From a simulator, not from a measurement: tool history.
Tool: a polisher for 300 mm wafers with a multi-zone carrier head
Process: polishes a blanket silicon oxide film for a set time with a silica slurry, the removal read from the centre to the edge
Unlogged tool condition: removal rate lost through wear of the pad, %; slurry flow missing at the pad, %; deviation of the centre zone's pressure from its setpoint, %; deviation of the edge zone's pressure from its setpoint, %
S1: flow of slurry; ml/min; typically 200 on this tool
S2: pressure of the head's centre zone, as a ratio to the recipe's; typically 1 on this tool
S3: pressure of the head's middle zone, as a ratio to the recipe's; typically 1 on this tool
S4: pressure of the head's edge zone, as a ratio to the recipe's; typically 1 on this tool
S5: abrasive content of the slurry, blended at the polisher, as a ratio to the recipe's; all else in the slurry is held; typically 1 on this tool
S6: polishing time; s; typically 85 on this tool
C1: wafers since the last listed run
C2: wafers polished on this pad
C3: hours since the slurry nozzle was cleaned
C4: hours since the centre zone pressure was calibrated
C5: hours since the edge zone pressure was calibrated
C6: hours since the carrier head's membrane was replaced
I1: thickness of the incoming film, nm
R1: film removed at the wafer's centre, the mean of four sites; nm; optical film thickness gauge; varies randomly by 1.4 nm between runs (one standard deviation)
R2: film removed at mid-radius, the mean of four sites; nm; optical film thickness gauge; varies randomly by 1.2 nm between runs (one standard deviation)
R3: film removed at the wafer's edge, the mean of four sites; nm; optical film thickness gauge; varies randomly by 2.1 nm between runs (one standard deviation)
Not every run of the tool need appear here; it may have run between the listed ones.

Run 1, hour 0: usual settings but S5 1.1; C1 0; C2 318; C3 388.8; C4 640.3; C5 554.2; C6 534.5; I1 1037.8. Result: R1 169.2 nm, R2 167.4 nm, R3 172.7 nm.
Run 2, hour 9.2: usual settings; C1 89; C2 408; C3 398; C4 649.5; C5 563.4; C6 543.7; I1 1037.9. Result: R1 161.1 nm, R2 157.9 nm, R3 165.1 nm.
Run 3, hour 23.1: usual settings; C1 135; C2 544; C3 411.9; C4 663.4; C5 577.3; C6 557.6; I1 1041.7. Result: R1 159 nm, R2 157.8 nm, R3 157.8 nm.
At hour 37.3: worn pad replaced by a new one.
Run 4, hour 37.8: usual settings; C1 104; C2 4; C3 426.6; C4 678.1; C5 592; C6 572.3; I1 1018.7. Result: R1 165.3 nm, R2 162.3 nm, R3 169.9 nm.
Run 5, hour 44.1: usual settings but S2 0.96; C1 61; C2 65; C3 432.9; C4 684.4; C5 598.3; C6 578.6; I1 1027.2. Result: R1 159.6 nm, R2 163.9 nm, R3 168.8 nm.
Run 6, hour 50.3: usual settings but S2 0.96; C1 60; C2 126; C3 439.1; C4 690.6; C5 604.5; C6 584.8; I1 1030.2. Result: R1 158.5 nm, R2 161.9 nm, R3 167.4 nm.
Run 7, hour 68.2: usual settings but S2 0.96; C1 174; C2 301; C3 457; C4 708.5; C5 622.4; C6 602.7; I1 1047.2. Result: R1 156.5 nm, R2 160.7 nm, R3 166.7 nm.
Run 8, hour 79.7: usual settings but S1 160 ml/min; C1 112; C2 413; C3 468.5; C4 720; C5 633.9; C6 614.2; I1 1040.3. Result: R1 155 nm, R2 152.9 nm, R3 160.4 nm.
At hour 83.4: slurry nozzle cleaned.
Run 9, hour 92.4: usual settings but S3 0.94, S4 0.93; C1 114; C2 528; C3 9; C4 732.7; C5 646.6; C6 626.9; I1 1037.1. Result: R1 160 nm, R2 149.3 nm, R3 156.1 nm.
At hour 96.5: centre zone pressure recalibrated.
At hour 100: worn pad replaced by a new one.
Run 10, hour 105.4: usual settings but S2 0.92, S3 1.06, S4 0.89; C1 73; C2 53; C3 22; C4 8.9; C5 659.6; C6 639.9; I1 1022. Result: R1 153.9 nm, R2 168.1 nm, R3 159.3 nm.
Run 11, hour 115.1: usual settings; C1 94; C2 147; C3 31.7; C4 18.6; C5 669.3; C6 649.6; I1 1024.2. Result: R1 161.7 nm, R2 161 nm, R3 170.4 nm.
Run 12, hour 124.6: usual settings; C1 92; C2 240; C3 41.2; C4 28.1; C5 678.8; C6 659.1; I1 1025.8. Result: R1 160.3 nm, R2 158.4 nm, R3 166 nm.
At hour 131.3: edge zone pressure recalibrated.
Run 13, hour 132.1: usual settings but S1 170 ml/min, S2 0.96, S3 0.92, S6 106 s; C1 53; C2 294; C3 48.7; C4 35.6; C5 0.8; C6 666.6; I1 1010.4. Result: R1 184.5 nm, R2 176.9 nm, R3 199.5 nm.
At hour 143.7: carrier head's membrane replaced by a new one.
Run 14, hour 144.3: usual settings but S6 65 s; C1 70; C2 364; C3 60.9; C4 47.8; C5 13; C6 0.6; I1 1041.1. Result: R1 120.7 nm, R2 118.6 nm, R3 126 nm.
Run 15, hour 152.3: usual settings; C1 78; C2 442; C3 68.9; C4 55.8; C5 21; C6 8.6; I1 1018.1. Result: R1 156 nm, R2 156.7 nm, R3 162.6 nm.
At hour 162.5: worn pad replaced by a new one.
Run 16, hour 165: usual settings but S2 0.9, S4 0.88, S5 0.8, S6 68 s; C1 84; C2 24; C3 81.6; C4 68.5; C5 33.7; C6 21.3; I1 1044.8. Result: R1 105.6 nm, R2 111.2 nm, R3 110 nm.
Run 17, hour 180.9: usual settings but S2 0.96, S5 0.9; C1 155; C2 179; C3 97.5; C4 84.4; C5 49.6; C6 37.2; I1 1022.8. Result: R1 146.3 nm, R2 151.4 nm, R3 154.8 nm.

3 ways to go on from here, each from the tool as it stands after run 17. What would each give?
Run A, hour 181.4: usual settings but S6 67 s; C1 4; C2 184; C3 98; C4 84.9; C5 50.1; C6 37.7; I1 1031.9. Result: R1 ?, R2 ?, R3 ?.
Run B, hour 181.4: usual settings but S2 1.11, S4 0.96; C1 4; C2 184; C3 98; C4 84.9; C5 50.1; C6 37.7; I1 1031.9. Result: R1 ?, R2 ?, R3 ?.
Run C, hour 181.4: usual settings but S4 0.95, S5 0.8; C1 4; C2 184; C3 98; C4 84.9; C5 50.1; C6 37.7; I1 1031.9. Result: R1 ?, R2 ?, R3 ?.

run     R1     R2     R3
  A  128.6  126.6  129.5
  B  176.5  160.5  161.1
  C  141.6  139.4  139.1
Stripped of hidden state, with their random variation kept, the same runs would have yielded:
run     R1     R2     R3
  A    131  128.9  131.9
  B  179.8  163.5  164.1
  C  144.2    142  141.7

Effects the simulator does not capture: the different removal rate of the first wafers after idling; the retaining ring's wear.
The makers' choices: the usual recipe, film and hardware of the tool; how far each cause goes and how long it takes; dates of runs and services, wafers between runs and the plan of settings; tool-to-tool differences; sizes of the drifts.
